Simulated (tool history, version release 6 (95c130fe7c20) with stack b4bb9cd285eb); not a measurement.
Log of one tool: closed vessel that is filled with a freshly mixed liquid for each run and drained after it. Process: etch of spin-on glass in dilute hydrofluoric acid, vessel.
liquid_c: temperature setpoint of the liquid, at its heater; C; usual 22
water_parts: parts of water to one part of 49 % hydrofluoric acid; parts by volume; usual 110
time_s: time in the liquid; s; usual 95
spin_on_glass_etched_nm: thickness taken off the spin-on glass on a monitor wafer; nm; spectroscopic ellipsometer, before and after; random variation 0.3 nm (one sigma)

run,hour,liquid_c,water_parts,time_s,"read-back film thickness of the spin-on glass reference wafer, read on the same gauge (nm)",spin_on_glass_etched_nm
1,0,22,110,115,100.03,42.89
2,99.6,22,110,115,99.98,42.86
3,171,22,110,95,100.01,34.6
4,259.6,22,110,95,100.04,35.33
5,338.6,22,110,95,99.96,35.08
6,390.3,22,110,95,99.97,34.4
7,490.2,22,110,95,99.98,35.49
# hour 564.2: gauge calibrated
8,569.8,22,110,95,100,35.05
9,606,22,110,95,99.99,34.83
10,713.5,22,110,95,100,34.7
11,799.9,22,110,95,100.05,34.37
12,846.9,22,110,95,99.99,34.33
13,905,22,110,95,99.98,34.49
14,993.4,23.5,110,60,99.99,23.08
# hour 1001.2: hydrofluoric acid flow meter replaced
15,1054.6,26.5,95,95,99.96,51.44
# hour 1083.5: thermometer replaced
16,1114.3,22,110,145,100,55.41
17,1190.5,22,135,75,100,22.54
18,1271.9,22,110,145,99.98,55.24
19,1311,22,110,95,99.98,36.63

Forecast run 20:
20,1414.6,22,110,95,?,?

read-back film thickness of the spin-on glass reference wafer, read on the same gauge (nm): 100.01
spin_on_glass_etched_nm: 36.44 nm
Without the tool's hidden state the same run would have given spin_on_glass_etched_nm 36.99 nm.
